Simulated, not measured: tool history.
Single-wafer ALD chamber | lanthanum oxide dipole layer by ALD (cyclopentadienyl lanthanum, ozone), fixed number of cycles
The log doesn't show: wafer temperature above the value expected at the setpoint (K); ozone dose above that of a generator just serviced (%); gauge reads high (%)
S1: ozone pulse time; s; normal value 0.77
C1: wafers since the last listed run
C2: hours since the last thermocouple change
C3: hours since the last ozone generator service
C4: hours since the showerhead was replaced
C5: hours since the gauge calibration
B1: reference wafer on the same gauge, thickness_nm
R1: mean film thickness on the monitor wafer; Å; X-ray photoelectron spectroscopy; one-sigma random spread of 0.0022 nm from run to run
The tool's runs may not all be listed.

run    hour    S1    C1      C2      C3      C4      C5     B1    R1
  1     0.0  0.77     0   102.0  1040.5  3575.4   677.5  0.367  4.29
  2    65.5  0.58   819   167.5  1106.0  3640.9   743.0  0.367  3.80
  3   128.3  0.77   785   230.3  1168.8  3703.7   805.8  0.367  4.29
  4   171.6  0.77   541   273.6  1212.1  3747.0   849.1  0.367  4.29
  5   253.3  0.77  1021   355.3  1293.8  3828.7   930.8  0.367  4.31
      263.2  -- ozone generator serviced
  6   346.9  0.77  1070   448.9    83.7  3922.3  1024.4  0.367  4.38
  7   449.0  0.77  1277   551.0   185.8  4024.4  1126.5  0.367  4.39
  8   514.9  0.77   824   616.9   251.7  4090.3  1192.4  0.367  4.39
  9   587.7  0.77   910   689.7   324.5  4163.1  1265.2  0.367  4.37
 10   686.5  0.77  1235   788.5   423.3  4261.9  1364.0  0.367  4.36
 11   794.2  0.62  1347   896.2   531.0  4369.6  1471.7  0.367  3.98
 12  1109.3  1.00  3941  1211.3   846.1  4684.7  1786.8  0.367  4.74
     1291.8  -- thermocouple changed; heater temperature recalibrated
 13  1380.0  0.99  3285    88.2  1116.8  4955.4  2057.5  0.367  4.74
 14  1444.6  0.68   808   152.8  1181.4  5020.0  2122.1  0.367  4.07
 15  1549.6  0.99  1313   257.8  1286.4  5125.0  2227.1  0.366  4.71
     1582.4  -- gauge calibrated
     1589.2  -- ozone generator serviced
 16  1625.0  0.77   843   333.2    35.8  5200.4    42.6  0.367  4.45
 17  1720.5  0.67  1194   428.7   131.3  5295.9   138.1  0.367  4.22
 18  1825.9  0.77  1318   534.1   236.7  5401.3   243.5  0.367  4.45
     1849.0  -- showerhead replaced
 19  1863.7  0.63   372   571.9   274.5    14.7   281.3  0.367  4.06
 20  1939.9  0.77   953   648.1   350.7    90.9   357.5  0.367  4.37
 21  2041.4  0.85  1269   749.6   452.2   192.4   459.0  0.367  4.52
 22  2085.6  0.69   552   793.8   496.4   236.6   503.2  0.367  4.15
 23  2170.3  0.77  1059   878.5   581.1   321.3   587.9  0.367  4.34
 24  2235.0  0.49   809   943.2   645.8   386.0   652.6  0.367  3.54
 25  2340.3  0.92  1317  1048.5   751.1   491.3   757.9  0.367  4.64

Measured result minus the same run's result without the hidden state. Both carry the same run-to-run variation, though not necessarily the same gauge scatter:
run     R1
  1  -0.15
  2  -0.17
  3  -0.16
  4  -0.16
  5  -0.17
  6  -0.03
  7  -0.06
  8  -0.07
  9  -0.09
 10  -0.11
 11  -0.12
 12  -0.12
 13  -0.13
 14  -0.17
 15  -0.15
 16  -0.01
 17  -0.04
 18  -0.06
 19  -0.07
 20  -0.08
 21  -0.09
 22  -0.11
 23  -0.11
 24  -0.13
 25  -0.11
